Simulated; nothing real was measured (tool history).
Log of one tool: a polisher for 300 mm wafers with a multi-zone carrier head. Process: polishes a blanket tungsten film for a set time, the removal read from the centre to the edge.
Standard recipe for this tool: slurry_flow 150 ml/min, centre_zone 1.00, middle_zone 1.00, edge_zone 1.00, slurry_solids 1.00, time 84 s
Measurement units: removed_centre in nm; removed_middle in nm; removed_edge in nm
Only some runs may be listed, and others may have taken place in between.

run	hour	slurry_flow	centre_zone	middle_zone	edge_zone	slurry_solids	time	wafers since the last listed run	wafers polished on this pad	hours since the slurry nozzle was cleaned	hours since the centre zone pressure was calibrated	hours since the edge zone pressure was calibrated	hours since the carrier head's membrane was replaced	incoming thickness of the incoming film, nm	removed_centre	removed_middle	removed_edge
1	0.0	150	1.00	1.00	1.00	1.00	84	0	75	124.9	106.6	957.3	730.2	1197.2	419.7	423.3	413.3
2	13.3	135	1.00	0.91	1.00	0.75	75	79	154	138.2	119.9	970.6	743.5	1214.0	344.1	322.0	339.9
3	47.0	150	1.00	1.00	1.00	1.00	64	202	357	171.9	153.6	1004.3	777.2	1215.1	313.0	314.4	318.2
4	74.9	195	1.08	0.92	0.96	1.00	84	167	525	199.8	181.5	1032.2	805.1	1210.5	468.6	415.3	416.4
5	101.0	150	1.00	1.00	1.00	1.00	84	156	682	225.9	207.6	1058.3	831.2	1205.1	413.7	418.6	407.1
6	128.9	165	0.92	1.06	1.00	1.00	84	167	849	253.8	235.5	1086.2	859.1	1215.1	382.7	444.5	416.2
7	156.3	150	1.00	1.00	1.00	1.00	84	164	1014	281.2	262.9	1113.6	886.5	1196.2	411.3	419.3	404.9
# hour 168.6: carrier head's membrane replaced by a new one
8	191.6	160	1.00	1.00	1.00	1.00	84	182	1196	316.5	298.2	1148.9	23.0	1214.7	422.8	424.5	410.3
# hour 218.2: edge zone pressure recalibrated
9	224.1	150	1.00	0.96	1.04	1.00	84	183	1379	349.0	330.7	5.9	55.5	1213.9	405.4	405.0	415.8
# hour 252.4: worn pad replaced by a new one
10	255.7	150	1.05	1.00	1.00	1.00	84	165	20	380.6	362.3	37.5	87.1	1187.0	431.7	423.8	411.0
11	282.3	150	1.00	1.09	1.00	1.00	84	159	179	407.2	388.9	64.1	113.7	1226.8	413.0	433.3	406.6
12	326.9	150	1.00	1.00	1.00	1.00	84	268	448	451.8	433.5	108.7	158.3	1206.0	402.5	422.6	405.5
13	352.8	105	1.00	1.00	0.95	1.00	84	155	603	477.7	459.4	134.6	184.2	1198.8	359.6	382.0	372.8
14	366.1	150	1.00	1.00	1.00	1.00	84	79	683	491.0	472.7	147.9	197.5	1197.1	410.2	423.7	398.3
15	380.8	150	0.93	1.00	1.00	1.00	94	88	772	505.7	487.4	162.6	212.2	1192.1	424.7	460.0	453.8
16	400.2	150	1.00	1.00	1.00	1.00	63	116	888	525.1	506.8	182.0	231.6	1203.5	305.4	314.1	303.7
17	424.4	150	1.11	1.00	1.00	1.10	84	145	1034	549.3	531.0	206.2	255.8	1225.8	446.7	422.1	407.6
18	438.1	150	1.00	1.08	1.00	1.00	84	82	1116	563.0	544.7	219.9	269.5	1219.5	401.2	437.3	401.7
19	465.2	150	1.00	1.08	1.09	1.10	84	162	1279	590.1	571.8	247.0	296.6	1229.8	414.4	433.3	420.7
20	478.6	150	1.10	1.00	1.00	1.00	84	80	1359	603.5	585.2	260.4	310.0	1217.9	442.9	414.7	400.1
21	498.4	150	1.00	1.00	1.00	1.00	84	119	1478	623.3	605.0	280.2	329.8	1221.1	397.6	406.0	396.9
# hour 507.9: worn pad replaced by a new one
22	521.0	150	1.00	1.00	1.00	1.00	84	111	78	645.9	627.6	302.8	352.4	1220.1	405.4	414.4	394.4
23	534.7	150	1.00	1.00	1.00	1.00	84	82	161	659.6	641.3	316.5	366.1	1201.3	403.5	407.5	400.8

Each row is a separate what-if for the run after 23, all from the same tool condition, not one after another. Results?
A	535.2	150	1.00	1.00	0.91	1.00	84	3	164	660.1	641.8	317.0	366.6	1213.2	?	?	?
B	535.2	125	1.00	1.00	1.00	1.25	95	3	164	660.1	641.8	317.0	366.6	1213.2	?	?	?
C	535.2	185	1.00	1.00	1.00	1.00	84	3	164	660.1	641.8	317.0	366.6	1213.2	?	?	?

run	removed_centre	removed_middle	removed_edge
A	398.5	410.0	384.3
B	445.3	461.6	457.2
C	420.4	429.6	413.1
Take away the tool's hidden state, keep each run's random variation, and the runs would have read:
run	removed_centre	removed_middle	removed_edge
A	423.6	432.5	399.1
B	479.4	492.1	477.7
C	441.6	448.7	426.4

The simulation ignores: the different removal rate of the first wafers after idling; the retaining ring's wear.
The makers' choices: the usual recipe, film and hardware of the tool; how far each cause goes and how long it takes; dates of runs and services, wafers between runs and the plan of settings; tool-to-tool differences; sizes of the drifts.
